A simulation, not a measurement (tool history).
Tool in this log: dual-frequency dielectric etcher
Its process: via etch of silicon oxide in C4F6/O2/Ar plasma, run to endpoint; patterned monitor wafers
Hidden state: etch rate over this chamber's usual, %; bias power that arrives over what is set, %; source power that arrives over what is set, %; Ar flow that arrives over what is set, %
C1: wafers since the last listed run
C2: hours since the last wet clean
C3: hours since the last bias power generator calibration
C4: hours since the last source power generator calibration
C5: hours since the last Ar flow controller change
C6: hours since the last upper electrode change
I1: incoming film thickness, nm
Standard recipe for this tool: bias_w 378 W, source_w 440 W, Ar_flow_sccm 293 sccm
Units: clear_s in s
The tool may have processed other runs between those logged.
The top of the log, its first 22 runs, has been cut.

Run 23, hour 301.7: usual settings but bias_w 344 W, source_w 520 W, Ar_flow_sccm 346 sccm; C1 224; C2 221.7; C3 268.7; C4 109.8; C5 70.8; C6 68.7; I1 117.5. Result: clear_s 29.1 s.
Run 24, hour 316.1: usual settings but Ar_flow_sccm 257 sccm; C1 183; C2 236.1; C3 283.1; C4 124.2; C5 85.2; C6 83.1; I1 116.1. Result: clear_s 27.4 s.
Run 25, hour 323.2: usual settings but bias_w 469 W, source_w 410 W; C1 90; C2 243.2; C3 290.2; C4 131.3; C5 92.3; C6 90.2; I1 118.6. Result: clear_s 27.4 s.
Run 26, hour 335.1: usual settings; C1 152; C2 255.1; C3 302.1; C4 143.2; C5 104.2; C6 102.1; I1 117.3. Result: clear_s 28.5 s.
Run 27, hour 345.8: usual settings; C1 136; C2 265.8; C3 312.8; C4 153.9; C5 114.9; C6 112.8; I1 115.7. Result: clear_s 28.6 s.
Run 28, hour 371.8: usual settings but bias_w 337 W, source_w 340 W; C1 332; C2 291.8; C3 338.8; C4 179.9; C5 140.9; C6 138.8; I1 116.7. Result: clear_s 32.8 s.
Run 29, hour 423.2: usual settings but bias_w 332 W, source_w 490 W, Ar_flow_sccm 248 sccm; C1 656; C2 343.2; C3 390.2; C4 231.3; C5 192.3; C6 190.2; I1 116.8. Result: clear_s 28.4 s.
Run 30, hour 433.2: usual settings but bias_w 321 W, source_w 350 W, Ar_flow_sccm 361 sccm; C1 127; C2 353.2; C3 400.2; C4 241.3; C5 202.3; C6 200.2; I1 116.5. Result: clear_s 34.1 s.

Alternative continuations, all from the tool just after run 30; predict every row:
Run A, hour 433.6: usual settings but bias_w 461 W; C1 5; C2 353.6; C3 400.6; C4 241.7; C5 202.7; C6 200.6; I1 117.2. Result: clear_s ?.
Run B, hour 433.6: usual settings but bias_w 457 W, Ar_flow_sccm 361 sccm; C1 5; C2 353.6; C3 400.6; C4 241.7; C5 202.7; C6 200.6; I1 117.2. Result: clear_s ?.
Run C, hour 433.6: usual settings but bias_w 323 W; C1 5; C2 353.6; C3 400.6; C4 241.7; C5 202.7; C6 200.6; I1 117.2. Result: clear_s ?.

run  clear_s
  A     27.1
  B     28.2
  C     30.9
With no hidden state in the tool, these same runs would have given:
run  clear_s
  A     26.0
  B     27.0
  C     29.6
